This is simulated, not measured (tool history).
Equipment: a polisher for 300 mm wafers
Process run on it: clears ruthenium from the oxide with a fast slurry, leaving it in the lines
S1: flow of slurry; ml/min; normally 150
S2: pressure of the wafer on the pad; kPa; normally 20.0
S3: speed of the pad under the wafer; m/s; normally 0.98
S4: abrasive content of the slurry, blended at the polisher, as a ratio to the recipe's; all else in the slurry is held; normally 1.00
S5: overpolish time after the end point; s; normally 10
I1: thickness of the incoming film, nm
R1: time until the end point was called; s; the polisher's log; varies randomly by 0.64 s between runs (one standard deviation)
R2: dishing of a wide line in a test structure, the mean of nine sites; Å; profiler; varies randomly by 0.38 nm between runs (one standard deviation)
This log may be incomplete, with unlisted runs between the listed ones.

Run 1, day 0.000: usual settings but S4 0.80; I1 250.5. Result: R1 71.3 s, R2 251 Å.
At day 0.688: slurry blender recalibrated.
Run 2, day 0.746: usual settings but S5 7 s; I1 252.0. Result: R1 54.0 s, R2 234 Å.
Run 3, day 1.404: usual settings but S3 0.76 m/s; I1 246.4. Result: R1 67.6 s, R2 248 Å.
At day 2.483: worn pad replaced by a new one.
Run 4, day 2.704: usual settings but S3 0.76 m/s; I1 249.4. Result: R1 72.3 s, R2 251 Å.
Run 5, day 3.367: usual settings but S3 0.76 m/s; I1 248.4. Result: R1 73.3 s, R2 243 Å.
Run 6, day 3.896: usual settings; I1 249.0. Result: R1 56.5 s, R2 296 Å.
Run 7, day 4.462: usual settings; I1 249.6. Result: R1 58.5 s, R2 297 Å.
At day 7.742: slurry blender recalibrated.
Run 8, day 8.429: usual settings; I1 254.4. Result: R1 53.5 s, R2 319 Å.
At day 8.983: worn pad replaced by a new one.
Run 9, day 9.671: usual settings; I1 252.5. Result: R1 54.9 s, R2 305 Å.
Run 10, day 11.138: usual settings but S1 180 ml/min; I1 248.9. Result: R1 54.3 s, R2 304 Å.
Run 11, day 11.992: usual settings; I1 250.9. Result: R1 58.7 s, R2 295 Å.
Run 12, day 13.425: usual settings; I1 249.6. Result: R1 59.3 s, R2 287 Å.
At day 14.233: worn pad replaced by a new one.
Run 13, day 14.425: usual settings; I1 250.2. Result: R1 62.6 s, R2 276 Å.
Run 14, day 15.150: usual settings; I1 252.5. Result: R1 63.9 s, R2 269 Å.
At day 15.975: slurry blender recalibrated.
Run 15, day 16.054: usual settings but S5 14 s; I1 246.7. Result: R1 52.5 s, R2 420 Å.
At day 16.679: slurry nozzle cleaned.
Run 16, day 17.200: usual settings; I1 247.1. Result: R1 53.9 s, R2 305 Å.
Run 17, day 18.121: usual settings but S2 16.5 kPa; I1 254.4. Result: R1 68.9 s, R2 258 Å.
At day 18.796: head pressure recalibrated.
Run 18, day 18.867: usual settings but S2 26.9 kPa, S3 0.66 m/s, S5 13 s; I1 246.8. Result: R1 61.6 s, R2 344 Å.
At day 20.408: worn pad replaced by a new one.
Run 19, day 20.429: usual settings but S3 1.22 m/s, S5 13 s; I1 249.7. Result: R1 46.8 s, R2 433 Å.
Run 20, day 21.058: usual settings; I1 247.7. Result: R1 58.1 s, R2 285 Å.
Run 21, day 22.088: usual settings but S3 0.76 m/s; I1 249.9. Result: R1 80.1 s, R2 229 Å.
Run 22, day 22.658: usual settings but S4 1.20; I1 247.0. Result: R1 55.5 s, R2 303 Å.
At day 23.667: slurry blender recalibrated.
Run 23, day 24.025: usual settings but S1 200 ml/min, S2 23.4 kPa, S3 1.18 m/s, S4 0.70; I1 254.4. Result: R1 45.8 s, R2 362 Å.
Run 24, day 25.200: usual settings; I1 251.4. Result: R1 53.5 s, R2 307 Å.

Run 25 has not been measured yet. What should we expect?
At day 25.604: worn pad replaced by a new one.
Run 25, day 26.317: usual settings but S1 120 ml/min, S2 23.4 kPa, S4 1.15; I1 245.4. Result: R1 ?, R2 ?.

Run 25 produced R1 44.8 s, R2 355 Å.
Take away the tool's hidden state, keep the run-to-run variation as it was, and the same run would have given R1 42.3 s, R2 372 Å.

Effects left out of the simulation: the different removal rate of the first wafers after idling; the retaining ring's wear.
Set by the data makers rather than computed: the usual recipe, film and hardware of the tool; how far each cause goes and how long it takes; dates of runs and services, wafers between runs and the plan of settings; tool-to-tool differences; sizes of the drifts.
